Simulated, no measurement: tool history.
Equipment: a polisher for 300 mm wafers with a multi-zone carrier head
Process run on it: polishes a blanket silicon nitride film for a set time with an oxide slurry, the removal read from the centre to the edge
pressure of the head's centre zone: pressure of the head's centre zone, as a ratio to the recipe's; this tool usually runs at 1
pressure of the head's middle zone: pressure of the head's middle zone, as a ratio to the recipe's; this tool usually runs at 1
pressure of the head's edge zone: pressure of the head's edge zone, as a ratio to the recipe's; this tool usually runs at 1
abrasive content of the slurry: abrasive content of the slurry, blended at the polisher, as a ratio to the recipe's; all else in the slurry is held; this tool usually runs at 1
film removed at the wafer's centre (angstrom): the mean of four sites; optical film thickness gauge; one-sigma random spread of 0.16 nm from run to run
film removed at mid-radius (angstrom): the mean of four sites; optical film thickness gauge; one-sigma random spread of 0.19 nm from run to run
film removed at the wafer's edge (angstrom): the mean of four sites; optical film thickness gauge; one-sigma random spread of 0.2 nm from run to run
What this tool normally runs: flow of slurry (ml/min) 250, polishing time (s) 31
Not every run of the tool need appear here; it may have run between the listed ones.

run	hour	flow of slurry (ml/min)	pressure of the head's centre zone	pressure of the head's middle zone	pressure of the head's edge zone	abrasive content of the slurry	polishing time (s)	wafers since the last listed run	wafers polished on this pad	hours since the slurry nozzle was cleaned	hours since the centre zone pressure was calibrated	hours since the edge zone pressure was calibrated	hours since the carrier head's membrane was replaced	incoming thickness of the incoming film, nm	film removed at the wafer's centre (angstrom)	film removed at mid-radius (angstrom)	film removed at the wafer's edge (angstrom)
1	0	250	1	1	1	1	31	0	981	293.6	0.5	5.1	45.6	445.1	138	135	138
2	11	250	1	1	1	1	31	205	1187	304.6	11.5	16.1	56.6	446.1	140	132	135
3	19.5	250	1	1	1	1	31	158	1346	313.1	20	24.6	65.1	446.2	140	136	137
4	33.6	250	1	1	1	1	31	263	1609	327.2	34.1	38.7	79.2	456.9	140	135	136
5	41.2	250	1	1	1	1	31	142	1751	334.8	41.7	46.3	86.8	444.8	142	136	139
# hour 48.1: worn pad replaced by a new one
6	52.9	250	1	1	1	1	31	143	89	346.5	53.4	58	98.5	450.5	140	134	141
7	61.3	250	1	0.97	1	0.9	31	157	246	354.9	61.8	66.4	106.9	453.6	140	130	135
8	68.7	250	1	1	1.12	1	31	138	384	362.3	69.2	73.8	114.3	442.8	144	136	145
9	76.3	250	1	1	1	1.15	25	142	526	369.9	76.8	81.4	121.9	449.4	121	111	114
10	92.4	320	1	1.11	1	1	31	300	827	386	92.9	97.5	138	449.1	149	153	141
11	99.4	250	1	1	1	1	31	130	958	393	99.9	104.5	145	446.4	146	135	136
# hour 105.9: slurry nozzle cleaned
12	110.7	305	1.03	0.91	1	1.3	31	192	1150	4.8	111.2	115.8	156.3	447.7	163	135	148
13	121.7	250	1	1	1	1	31	205	1356	15.8	122.2	126.8	167.3	442.1	147	138	137
14	133.7	200	1	1	1	1	31	224	1580	27.8	134.2	138.8	179.3	444.6	144	133	138
# hour 146.4: worn pad replaced by a new one
15	146.9	250	1	1	1	1	31	171	9	41	147.4	152	192.5	455.1	149	137	136
16	152.8	165	1	1.07	1	0.85	31	110	119	46.9	153.3	157.9	198.4	448.8	139	135	127
17	174.5	250	1	1	1	1	31	405	525	68.6	175	179.6	220.1	442.3	153	136	137
18	188.5	250	1	0.94	1	1	31	261	786	82.6	189	193.6	234.1	449.7	151	130	136
19	203.6	250	1	1	1.07	1	31	282	1069	97.7	204.1	208.7	249.2	445.3	149	135	140
20	229	250	1	1.04	1	1	31	474	1543	123.1	229.5	234.1	274.6	445.5	153	144	134
# hour 234.8: worn pad replaced by a new one
21	242.4	250	1	1	1	1.15	31	175	142	136.5	242.9	247.5	288	443.9	158	138	143
22	257.4	250	1.04	1	1	1	24	280	422	151.5	257.9	262.5	303	443.6	123	103	106
23	270.5	250	1.11	1	1	1	31	244	667	164.6	271	275.6	316.1	442.5	167	134	140

Forecast each of these 3 alternatives for the next run:
A	270.9	250	1	1	1	1	31	7	675	165	271.4	276	316.5	444.2	?	?	?
B	270.9	195	1	1	1	1.1	36	7	675	165	271.4	276	316.5	444.2	?	?	?
C	270.9	250	1	1	1	1.1	39	7	675	165	271.4	276	316.5	444.2	?	?	?

run	film removed at the wafer's centre (angstrom)	film removed at mid-radius (angstrom)	film removed at the wafer's edge (angstrom)
A	151	137	138
B	175	159	161
C	195	176	178
With no hidden state in the tool, these same runs would have given:
run	film removed at the wafer's centre (angstrom)	film removed at mid-radius (angstrom)	film removed at the wafer's edge (angstrom)
A	135	137	138
B	157	159	161
C	175	176	178

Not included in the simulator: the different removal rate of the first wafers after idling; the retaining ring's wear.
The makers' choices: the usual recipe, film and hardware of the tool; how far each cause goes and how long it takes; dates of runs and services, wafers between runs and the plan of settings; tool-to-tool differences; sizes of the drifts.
